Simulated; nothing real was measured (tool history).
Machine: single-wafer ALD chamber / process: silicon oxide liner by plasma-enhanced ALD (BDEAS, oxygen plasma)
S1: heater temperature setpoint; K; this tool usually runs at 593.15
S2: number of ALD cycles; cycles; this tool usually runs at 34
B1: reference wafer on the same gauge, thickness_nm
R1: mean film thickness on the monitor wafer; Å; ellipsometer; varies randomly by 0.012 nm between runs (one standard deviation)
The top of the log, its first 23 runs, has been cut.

{"hour": 2029.2, "done": "gauge calibrated"}
{"run": 24, "hour": 2075.8, "S1": 593.15, "S2": 34, "B1": 2.568, "R1": 30.83}
{"run": 25, "hour": 2148.1, "S1": 585.15, "S2": 34, "B1": 2.562, "R1": 30.7}
{"run": 26, "hour": 2210.1, "S1": 593.15, "S2": 34, "B1": 2.568, "R1": 30.27}
{"run": 27, "hour": 2247.9, "S1": 599.15, "S2": 40, "B1": 2.563, "R1": 35.84}
{"run": 28, "hour": 2298.1, "S1": 593.15, "S2": 32, "B1": 2.556, "R1": 28.94}
{"run": 29, "hour": 2343.9, "S1": 603.15, "S2": 34, "B1": 2.554, "R1": 30.07}
{"run": 30, "hour": 2431.9, "S1": 581.15, "S2": 29, "B1": 2.552, "R1": 26.27}
{"run": 31, "hour": 2512.8, "S1": 593.15, "S2": 34, "B1": 2.543, "R1": 30.25}
{"run": 32, "hour": 2555.7, "S1": 586.15, "S2": 28, "B1": 2.54, "R1": 25.21}
{"run": 33, "hour": 2659.1, "S1": 579.15, "S2": 32, "B1": 2.531, "R1": 29.03}
{"run": 34, "hour": 2699.2, "S1": 584.15, "S2": 30, "B1": 2.53, "R1": 26.86}
{"run": 35, "hour": 2760.8, "S1": 603.15, "S2": 39, "B1": 2.526, "R1": 34.41}
{"run": 36, "hour": 2863.9, "S1": 593.15, "S2": 34, "B1": 2.523, "R1": 30.17}
{"run": 37, "hour": 2963.6, "S1": 593.15, "S2": 34, "B1": 2.516, "R1": 30.19}
{"run": 38, "hour": 3039.9, "S1": 579.15, "S2": 28, "B1": 2.508, "R1": 25.18}
{"run": 39, "hour": 3143.1, "S1": 602.15, "S2": 37, "B1": 2.499, "R1": 31.94}
{"run": 40, "hour": 3233.2, "S1": 593.15, "S2": 34, "B1": 2.496, "R1": 29.78}
{"run": 41, "hour": 3318.5, "S1": 601.15, "S2": 39, "B1": 2.492, "R1": 33.81}
{"run": 42, "hour": 3419.8, "S1": 593.15, "S2": 39, "B1": 2.486, "R1": 34.02}
{"run": 43, "hour": 3466.0, "S1": 593.15, "S2": 28, "B1": 2.491, "R1": 24.42}
{"run": 44, "hour": 3533.7, "S1": 603.15, "S2": 30, "B1": 2.483, "R1": 25.75}

4 ways to go on from here, each from the tool as it stands after run 44. What would each give?
{"run": "A", "hour": 3534.1, "S1": 600.15, "S2": 34, "B1": "?", "R1": "?"}
{"run": "B", "hour": 3534.1, "S1": 602.15, "S2": 38, "B1": "?", "R1": "?"}
{"run": "C", "hour": 3534.1, "S1": 606.15, "S2": 34, "B1": "?", "R1": "?"}
{"run": "D", "hour": 3534.1, "S1": 600.15, "S2": 39, "B1": "?", "R1": "?"}

run=A B1=2.482 R1=29.52
run=B B1=2.482 R1=32.91
run=C B1=2.482 R1=29.3
run=D B1=2.482 R1=33.86
Without the tool's hidden state the same runs would have given:
run=A R1=30.7
run=B R1=34.23
run=C R1=30.47
run=D R1=35.22
